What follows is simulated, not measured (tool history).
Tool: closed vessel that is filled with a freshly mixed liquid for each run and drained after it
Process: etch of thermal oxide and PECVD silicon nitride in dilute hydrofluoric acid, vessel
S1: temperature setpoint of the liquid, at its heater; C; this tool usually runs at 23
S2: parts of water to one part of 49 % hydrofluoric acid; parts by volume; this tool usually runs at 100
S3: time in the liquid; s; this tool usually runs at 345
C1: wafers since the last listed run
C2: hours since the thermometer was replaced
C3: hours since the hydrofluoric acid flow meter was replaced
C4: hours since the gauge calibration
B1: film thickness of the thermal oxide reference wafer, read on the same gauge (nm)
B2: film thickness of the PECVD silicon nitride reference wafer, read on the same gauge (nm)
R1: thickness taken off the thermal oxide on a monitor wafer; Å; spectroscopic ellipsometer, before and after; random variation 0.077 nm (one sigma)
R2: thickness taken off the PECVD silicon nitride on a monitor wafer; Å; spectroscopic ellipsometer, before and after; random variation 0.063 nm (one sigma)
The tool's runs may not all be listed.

{"run": 1, "hour": 0.0, "S1": 20, "S2": 100, "S3": 345, "C1": 0, "C2": 29.3, "C3": 910.5, "C4": 456.6, "B1": 99.99, "B2": 40, "R1": 136.7, "R2": 153.4}
{"run": 2, "hour": 17.9, "S1": 23, "S2": 100, "S3": 345, "C1": 1508, "C2": 47.2, "C3": 928.4, "C4": 474.5, "B1": 100.03, "B2": 39.98, "R1": 154.6, "R2": 186.3}
{"run": 3, "hour": 33.2, "S1": 23, "S2": 100, "S3": 345, "C1": 1289, "C2": 62.5, "C3": 943.7, "C4": 489.8, "B1": 100, "B2": 40, "R1": 155.2, "R2": 188.4}
{"run": 4, "hour": 42.3, "S1": 23, "S2": 100, "S3": 345, "C1": 766, "C2": 71.6, "C3": 952.8, "C4": 498.9, "B1": 99.96, "B2": 40.03, "R1": 154.9, "R2": 187.6}
{"run": 5, "hour": 71.2, "S1": 23, "S2": 100, "S3": 345, "C1": 2435, "C2": 100.5, "C3": 981.7, "C4": 527.8, "B1": 100.01, "B2": 39.97, "R1": 152.2, "R2": 187.8}
{"run": 6, "hour": 83.5, "S1": 23, "S2": 100, "S3": 345, "C1": 1036, "C2": 112.8, "C3": 994, "C4": 540.1, "B1": 99.99, "B2": 40.01, "R1": 152.8, "R2": 187.6}
{"run": 7, "hour": 99.3, "S1": 23, "S2": 60, "S3": 245, "C1": 1331, "C2": 128.6, "C3": 1009.8, "C4": 555.9, "B1": 100, "B2": 39.99, "R1": 191.1, "R2": 219.9}
{"run": 8, "hour": 113.1, "S1": 23, "S2": 100, "S3": 250, "C1": 1162, "C2": 142.4, "C3": 1023.6, "C4": 569.7, "B1": 99.97, "B2": 40.01, "R1": 111.5, "R2": 135.6}
{"run": 9, "hour": 122.1, "S1": 23, "S2": 65, "S3": 425, "C1": 758, "C2": 151.4, "C3": 1032.6, "C4": 578.7, "B1": 99.98, "B2": 40.02, "R1": 304.6, "R2": 352.8}
{"run": 10, "hour": 138.4, "S1": 23, "S2": 100, "S3": 345, "C1": 1373, "C2": 167.7, "C3": 1048.9, "C4": 595, "B1": 100, "B2": 40, "R1": 153.1, "R2": 187.8}
{"run": 11, "hour": 148.7, "S1": 23, "S2": 115, "S3": 345, "C1": 867, "C2": 178, "C3": 1059.2, "C4": 605.3, "B1": 100, "B2": 40.04, "R1": 130.9, "R2": 162.9}
{"run": 12, "hour": 160.8, "S1": 21, "S2": 150, "S3": 345, "C1": 1019, "C2": 190.1, "C3": 1071.3, "C4": 617.4, "B1": 99.95, "B2": 40.05, "R1": 89.5, "R2": 110.1}
{"hour": 162.8, "done": "hydrofluoric acid flow meter replaced"}
{"run": 13, "hour": 178.7, "S1": 21.5, "S2": 100, "S3": 345, "C1": 1424, "C2": 208, "C3": 15.9, "C4": 635.3, "B1": 100.02, "B2": 40.01, "R1": 147.6, "R2": 173.5}
{"run": 14, "hour": 191.1, "S1": 21, "S2": 125, "S3": 480, "C1": 1044, "C2": 220.4, "C3": 28.3, "C4": 647.7, "B1": 100.03, "B2": 39.97, "R1": 157.3, "R2": 187.3}
{"run": 15, "hour": 207.9, "S1": 25.5, "S2": 135, "S3": 465, "C1": 1415, "C2": 237.2, "C3": 45.1, "C4": 664.5, "B1": 99.98, "B2": 40.01, "R1": 168.2, "R2": 225.8}
{"hour": 208.3, "done": "gauge calibrated"}
{"run": 16, "hour": 224.0, "S1": 23, "S2": 100, "S3": 250, "C1": 1356, "C2": 253.3, "C3": 61.2, "C4": 15.7, "B1": 100, "B2": 39.95, "R1": 114.6, "R2": 138.8}
{"run": 17, "hour": 238.8, "S1": 24.5, "S2": 100, "S3": 200, "C1": 1247, "C2": 268.1, "C3": 76, "C4": 30.5, "B1": 100.02, "B2": 39.97, "R1": 97.9, "R2": 123.2}
{"run": 18, "hour": 252.8, "S1": 23, "S2": 120, "S3": 420, "C1": 1179, "C2": 282.1, "C3": 90, "C4": 44.5, "B1": 100.03, "B2": 39.98, "R1": 155.9, "R2": 195.1}
{"run": 19, "hour": 263.0, "S1": 27, "S2": 130, "S3": 525, "C1": 859, "C2": 292.3, "C3": 100.2, "C4": 54.7, "B1": 99.99, "B2": 40, "R1": 206.9, "R2": 291.9}
{"run": 20, "hour": 315.3, "S1": 23, "S2": 120, "S3": 270, "C1": 4406, "C2": 344.6, "C3": 152.5, "C4": 107, "B1": 100.03, "B2": 40.01, "R1": 100.3, "R2": 125}
{"run": 21, "hour": 330.4, "S1": 23, "S2": 100, "S3": 345, "C1": 1272, "C2": 359.7, "C3": 167.6, "C4": 122.1, "B1": 100, "B2": 39.98, "R1": 157.6, "R2": 191.4}
{"run": 22, "hour": 344.2, "S1": 20, "S2": 145, "S3": 545, "C1": 1162, "C2": 373.5, "C3": 181.4, "C4": 135.9, "B1": 100.01, "B2": 40.04, "R1": 143.5, "R2": 171.5}
{"run": 23, "hour": 352.1, "S1": 18.5, "S2": 100, "S3": 520, "C1": 665, "C2": 381.4, "C3": 189.3, "C4": 143.8, "B1": 100, "B2": 40.01, "R1": 197.2, "R2": 212.4}
{"run": 24, "hour": 364.3, "S1": 21.5, "S2": 100, "S3": 345, "C1": 1027, "C2": 393.6, "C3": 201.5, "C4": 156, "B1": 99.95, "B2": 40, "R1": 148.4, "R2": 174.2}
{"run": 25, "hour": 374.3, "S1": 28, "S2": 70, "S3": 290, "C1": 842, "C2": 403.6, "C3": 211.5, "C4": 166, "B1": 100.02, "B2": 40, "R1": 242, "R2": 318.4}
{"run": 26, "hour": 384.0, "S1": 18, "S2": 55, "S3": 205, "C1": 817, "C2": 413.3, "C3": 221.2, "C4": 175.7, "B1": 99.99, "B2": 40.02, "R1": 145.5, "R2": 144.1}

Below are 4 alternative next runs, each starting from the tool's condition after run 26. Predict each:
{"run": "A", "hour": 384.7, "S1": 23, "S2": 100, "S3": 345, "C1": 58, "C2": 414, "C3": 221.9, "C4": 176.4, "B1": "?", "B2": "?", "R1": "?", "R2": "?"}
{"run": "B", "hour": 384.7, "S1": 24.5, "S2": 100, "S3": 405, "C1": 58, "C2": 414, "C3": 221.9, "C4": 176.4, "B1": "?", "B2": "?", "R1": "?", "R2": "?"}
{"run": "C", "hour": 384.7, "S1": 23, "S2": 55, "S3": 460, "C1": 58, "C2": 414, "C3": 221.9, "C4": 176.4, "B1": "?", "B2": "?", "R1": "?", "R2": "?"}
{"run": "D", "hour": 384.7, "S1": 23, "S2": 55, "S3": 345, "C1": 58, "C2": 414, "C3": 221.9, "C4": 176.4, "B1": "?", "B2": "?", "R1": "?", "R2": "?"}

run=A B1=100.02 B2=40.01 R1=158.3 R2=191.9
run=B B1=100.02 B2=40.01 R1=197.2 R2=248.7
run=C B1=100.02 B2=40.01 R1=406 R2=460.1
run=D B1=100.02 B2=40.01 R1=304.5 R2=345.1
What these runs would have given with no unlogged condition in the tool:
run=A R1=160.3 R2=193.9
run=B R1=199.7 R2=251.4
run=C R1=410.8 R2=465.1
run=D R1=308.1 R2=348.8
